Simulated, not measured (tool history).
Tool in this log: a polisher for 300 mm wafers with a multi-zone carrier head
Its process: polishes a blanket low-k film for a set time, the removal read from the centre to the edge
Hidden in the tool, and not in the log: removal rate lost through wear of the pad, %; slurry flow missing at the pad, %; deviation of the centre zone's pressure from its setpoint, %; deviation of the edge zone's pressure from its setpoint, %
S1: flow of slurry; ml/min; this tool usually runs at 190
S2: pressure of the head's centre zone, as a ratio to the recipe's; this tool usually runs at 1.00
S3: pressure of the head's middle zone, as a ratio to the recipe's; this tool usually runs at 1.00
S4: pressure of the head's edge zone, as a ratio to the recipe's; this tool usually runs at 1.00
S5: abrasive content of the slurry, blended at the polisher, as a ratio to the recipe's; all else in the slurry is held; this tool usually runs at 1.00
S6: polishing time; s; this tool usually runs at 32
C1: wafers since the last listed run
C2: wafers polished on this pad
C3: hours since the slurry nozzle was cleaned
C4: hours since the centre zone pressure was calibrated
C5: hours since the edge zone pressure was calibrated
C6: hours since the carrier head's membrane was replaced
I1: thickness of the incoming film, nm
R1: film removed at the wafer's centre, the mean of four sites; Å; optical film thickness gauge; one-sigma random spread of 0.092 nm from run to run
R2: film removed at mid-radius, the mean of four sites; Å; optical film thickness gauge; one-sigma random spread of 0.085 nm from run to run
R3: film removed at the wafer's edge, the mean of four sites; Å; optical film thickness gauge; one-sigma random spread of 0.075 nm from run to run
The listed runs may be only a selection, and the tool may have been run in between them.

run 1 hour=0.0 | S1=150 S2=1.00 S3=1.00 S4=1.00 S5=0.90 S6=32 | C1=0 C2=2576 C3=158.2 C4=472.5 C5=411.5 C6=1201.5 | I1=588.9 | R1=86 R2=86 R3=88
run 2 hour=25.6 | S1=150 S2=1.00 S3=1.00 S4=1.00 S5=0.90 S6=32 | C1=343 C2=2919 C3=183.8 C4=498.1 C5=437.1 C6=1227.1 | I1=597.1 | R1=88 R2=84 R3=87
run 3 hour=77.1 | S1=150 S2=1.00 S3=1.00 S4=1.00 S5=0.90 S6=32 | C1=690 C2=3610 C3=235.3 C4=549.6 C5=488.6 C6=1278.6 | I1=591.7 | R1=87 R2=85 R3=86
-- hour=96.4 worn pad replaced by a new one
-- hour=97.0 centre zone pressure recalibrated
run 4 hour=123.3 | S1=190 S2=1.00 S3=1.00 S4=1.00 S5=1.20 S6=32 | C1=558 C2=352 C3=281.5 C4=26.3 C5=534.8 C6=1324.8 | I1=589.9 | R1=101 R2=97 R3=100
run 5 hour=152.3 | S1=190 S2=1.00 S3=1.00 S4=1.00 S5=1.20 S6=32 | C1=388 C2=741 C3=310.5 C4=55.3 C5=563.8 C6=1353.8 | I1=585.3 | R1=101 R2=98 R3=99
run 6 hour=184.8 | S1=190 S2=0.96 S3=1.06 S4=0.93 S5=1.00 S6=22 | C1=435 C2=1177 C3=343.0 C4=87.8 C5=596.3 C6=1386.3 | I1=588.6 | R1=63 R2=68 R3=62
run 7 hour=243.9 | S1=190 S2=1.00 S3=1.00 S4=1.00 S5=1.00 S6=32 | C1=792 C2=1970 C3=402.1 C4=146.9 C5=655.4 C6=1445.4 | I1=591.1 | R1=94 R2=92 R3=94
run 8 hour=297.9 | S1=190 S2=1.00 S3=1.00 S4=1.00 S5=1.00 S6=32 | C1=724 C2=2694 C3=456.1 C4=200.9 C5=709.4 C6=1499.4 | I1=598.5 | R1=94 R2=92 R3=92
run 9 hour=327.6 | S1=150 S2=1.08 S3=1.00 S4=0.95 S5=1.00 S6=36 | C1=398 C2=3092 C3=485.8 C4=230.6 C5=739.1 C6=1529.1 | I1=585.4 | R1=110 R2=100 R3=98
-- hour=337.9 carrier head's membrane replaced by a new one
-- hour=391.7 worn pad replaced by a new one
-- hour=435.8 slurry nozzle cleaned
run 10 hour=526.7 | S1=190 S2=0.88 S3=1.00 S4=0.94 S5=1.00 S6=32 | C1=2536 C2=1797 C3=90.9 C4=429.7 C5=938.2 C6=188.8 | I1=588.4 | R1=83 R2=93 R3=91
-- hour=553.8 centre zone pressure recalibrated
run 11 hour=582.6 | S1=150 S2=1.00 S3=1.00 S4=1.00 S5=1.00 S6=32 | C1=722 C2=2520 C3=146.8 C4=28.8 C5=994.1 C6=244.7 | I1=602.3 | R1=89 R2=88 R3=90
run 12 hour=634.8 | S1=190 S2=1.00 S3=1.00 S4=1.00 S5=1.00 S6=32 | C1=700 C2=3220 C3=199.0 C4=81.0 C5=1046.3 C6=296.9 | I1=588.7 | R1=93 R2=92 R3=92
run 13 hour=664.0 | S1=190 S2=1.00 S3=1.00 S4=0.89 S5=1.00 S6=32 | C1=391 C2=3612 C3=228.2 C4=110.2 C5=1075.5 C6=326.1 | I1=600.1 | R1=94 R2=94 R3=88
-- hour=676.9 edge zone pressure recalibrated
run 14 hour=698.1 | S1=255 S2=1.00 S3=0.93 S4=1.00 S5=1.00 S6=32 | C1=430 C2=4042 C3=262.3 C4=144.3 C5=21.2 C6=360.2 | I1=598.2 | R1=98 R2=89 R3=96
-- hour=721.6 worn pad replaced by a new one
run 15 hour=750.0 | S1=190 S2=1.00 S3=1.00 S4=1.00 S5=1.00 S6=32 | C1=642 C2=381 C3=314.2 C4=196.2 C5=73.1 C6=412.1 | I1=580.1 | R1=98 R2=96 R3=95
run 16 hour=802.0 | S1=135 S2=1.00 S3=1.00 S4=1.00 S5=0.85 S6=38 | C1=697 C2=1078 C3=366.2 C4=248.2 C5=125.1 C6=464.1 | I1=582.1 | R1=102 R2=99 R3=102
run 17 hour=850.4 | S1=190 S2=1.00 S3=1.00 S4=1.00 S5=1.00 S6=32 | C1=649 C2=1727 C3=414.6 C4=296.6 C5=173.5 C6=512.5 | I1=596.2 | R1=95 R2=92 R3=94
run 18 hour=892.8 | S1=210 S2=1.00 S3=1.00 S4=1.00 S5=0.85 S6=32 | C1=568 C2=2296 C3=457.0 C4=339.0 C5=215.9 C6=554.9 | I1=595.0 | R1=92 R2=90 R3=90
run 19 hour=954.8 | S1=190 S2=1.00 S3=1.04 S4=1.08 S5=1.25 S6=32 | C1=831 C2=3127 C3=519.0 C4=401.0 C5=277.9 C6=616.9 | I1=581.1 | R1=100 R2=102 R3=104
run 20 hour=992.4 | S1=190 S2=0.96 S3=1.00 S4=1.00 S5=1.10 S6=32 | C1=504 C2=3632 C3=556.6 C4=438.6 C5=315.5 C6=654.5 | I1=599.4 | R1=92 R2=93 R3=95
-- hour=1021.8 worn pad replaced by a new one
run 21 hour=1051.0 | S1=240 S2=1.00 S3=0.90 S4=0.96 S5=1.00 S6=32 | C1=732 C2=392 C3=615.2 C4=497.2 C5=374.1 C6=713.1 | I1=591.7 | R1=101 R2=88 R3=96

Give the tool's hidden conditions for every run:
slurry flow missing at the pad, %: 0 across all the runs
deviation of the centre zone's pressure from its setpoint, %: 0 across all the runs
deviation of the edge zone's pressure from its setpoint, %: 0 across all the runs
H1: removal rate lost through wear of the pad, %
run=1 H1=4.69
run=2 H1=4.85
run=3 H1=5.08
run=4 H1=1.86
run=5 H1=2.73
run=6 H1=3.47
run=7 H1=4.34
run=8 H1=4.81
run=9 H1=4.99
run=10 H1=3.53
run=11 H1=4.07
run=12 H1=4.37
run=13 H1=4.49
run=14 H1=4.59
run=15 H1=1.76
run=16 H1=3.15
run=17 H1=3.96
run=18 H1=4.43
run=19 H1=4.84
run=20 H1=5
run=21 H1=1.8

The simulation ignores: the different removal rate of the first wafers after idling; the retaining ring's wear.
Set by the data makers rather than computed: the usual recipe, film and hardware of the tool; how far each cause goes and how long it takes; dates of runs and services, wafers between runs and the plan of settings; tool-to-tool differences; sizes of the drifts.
